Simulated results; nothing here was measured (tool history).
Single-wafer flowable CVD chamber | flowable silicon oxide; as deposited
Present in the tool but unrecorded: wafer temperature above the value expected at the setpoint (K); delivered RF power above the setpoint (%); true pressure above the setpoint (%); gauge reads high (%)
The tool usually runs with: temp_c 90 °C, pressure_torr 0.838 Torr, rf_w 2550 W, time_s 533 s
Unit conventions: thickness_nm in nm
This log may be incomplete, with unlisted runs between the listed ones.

run    hour  temp_c  pressure_torr  rf_w  time_s  wafers since the last listed run  hours since the last thermocouple change  hours since the last RF generator calibration  hours since the last manometer calibration  hours since the showerhead was replaced  hours since the gauge calibration  read-back reference wafer on the same gauge, thickness_nm  thickness_nm
  1       0      90          0.838  2550     578                                 0                                       593                                         1741.4                                      1190.6                                   1540.1                               1344                                                    452.001       542.432
  2   130.4      90          0.838  2550     578                               279                                     723.4                                         1871.8                                        1321                                   1670.5                             1474.4                                                    452.225       541.912
  3   193.2      90          0.838  2550     533                               134                                     786.2                                         1934.6                                      1383.8                                   1733.3                             1537.2                                                    451.267       499.054
  4   278.6      90          0.838  2550     533                               182                                     871.6                                           2020                                      1469.2                                   1818.7                             1622.6                                                    452.201       498.243
  5   364.8      90          0.838  2550     533                               184                                     957.8                                         2106.2                                      1555.4                                   1904.9                             1708.8                                                    452.512       499.154
  6   420.3      90          0.789  2550     533                               118                                    1013.3                                         2161.7                                      1610.9                                   1960.4                             1764.3                                                    452.137       468.682
  7   523.4      90          0.838  2550     484                               220                                    1116.4                                         2264.8                                        1714                                   2063.5                             1867.4                                                    452.185       448.872
      616.4  -- gauge calibrated
  8   621.9      90          0.838  2550     484                               210                                    1214.9                                         2363.3                                      1812.5                                     2162                                5.5                                                    451.181       447.567
  9   681.2      90          0.838  2550     484                               126                                    1274.2                                         2422.6                                      1871.8                                   2221.3                               64.8                                                    452.719       455.491
      735.6  -- RF generator calibrated
 10   771.9      90          0.838  2550     533                               177                                    1364.9                                           36.3                                      1962.5                                     2312                              155.5                                                    452.247       495.213
 11   876.1      90          0.838  2550     533                               223                                    1469.1                                          140.5                                      2066.7                                   2416.2                              259.7                                                    452.387       496.699
      918.4  -- capacitance manometer re-zeroed and calibrated
      951.7  -- thermocouple changed; heater temperature recalibrated
 12   972.5      90          0.838  2550     533                               172                                      20.8                                          236.9                                        54.1                                   2512.6                              356.1                                                    452.881       515.416
 13  1015.1      97          1.015  2550     533                                91                                      63.4                                          279.5                                        96.7                                   2555.2                              398.7                                                     451.48       502.767
       1039  -- showerhead replaced
 14  1072.2      97          0.953  2355     582                               105                                     120.5                                          336.6                                       153.8                                     33.2                              455.8                                                    451.585       511.126
 15  1169.6     103          0.838  2790     571                               208                                     217.9                                            434                                       251.2                                    130.6                              553.2                                                    451.823       376.195
 16  1244.2      90          0.923  2550     427                               159                                     292.5                                          508.6                                       325.8                                    205.2                              627.8                                                     452.73       448.794
 17  1333.1     101          0.838  2550     533                               190                                     381.4                                          597.5                                       414.7                                    294.1                              716.7                                                    453.148       365.591
 18    1421      90          0.838  2550     578                               188                                     469.3                                          685.4                                       502.6                                      382                              804.6                                                    451.585       543.179
 19  1495.8      90          0.838  2550     533                               160                                     544.1                                          760.2                                       577.4                                    456.8                              879.4                                                    451.877       504.195
 20  1533.9      90          0.838  2550     533                                81                                     582.2                                          798.3                                       615.5                                    494.9                              917.5                                                    451.979        499.48
 21  1605.5      84          0.971  2055     445                               153                                     653.8                                          869.9                                       687.1                                    566.5                              989.1                                                    451.726       543.963
 22    1671      75          0.838  2550     533                               140                                     719.3                                          935.4                                       752.6                                      632                             1054.6                                                    452.363       738.932
 23  1712.8      90          0.838  2260     475                                89                                     761.1                                          977.2                                       794.4                                    673.8                             1096.4                                                    451.065       434.365
 24  1787.7      90          0.838  2550     533                               160                                       836                                         1052.1                                       869.3                                    748.7                             1171.3                                                    452.044       499.127
 25  1853.4      90          0.838  2550     450                               140                                     901.7                                         1117.8                                         935                                    814.4                               1237                                                    451.765         419.4
 26  1915.7      90          0.838  2550     533                               133                                       964                                         1180.1                                       997.3                                    876.7                             1299.3                                                    452.246       499.769
 27  1998.1      96          0.695  2550     533                               176                                    1046.4                                         1262.5                                      1079.7                                    959.1                             1381.7                                                    452.552       342.791
 28  2058.1      83          0.838  2125     560                               128                                    1106.4                                         1322.5                                      1139.7                                   1019.1                             1441.7                                                    452.578       608.225
 29  2102.8      90          0.838  2245     579                                95                                    1151.1                                         1367.2                                      1184.4                                   1063.8                             1486.4                                                     451.59       528.441

What was the tool's hidden state at every run in the log?
delivered RF power above the setpoint (%): 0 at every run
true pressure above the setpoint (%): 0 at every run
gauge reads high (%): 0 at every run
H1: wafer temperature above the value expected at the setpoint (K)
run      H1
  1   0.988
  2    1.08
  3    1.12
  4    1.16
  5     1.2
  6    1.22
  7    1.26
  8    1.29
  9     1.3
 10    1.32
 11    1.34
 12  0.0116
 13   0.112
 14   0.234
 15   0.414
 16   0.531
 17    0.65
 18   0.749
 19   0.822
 20   0.855
 21   0.911
 22   0.956
 23   0.982
 24    1.02
 25    1.05
 26    1.08
 27    1.11
 28    1.13
 29    1.14
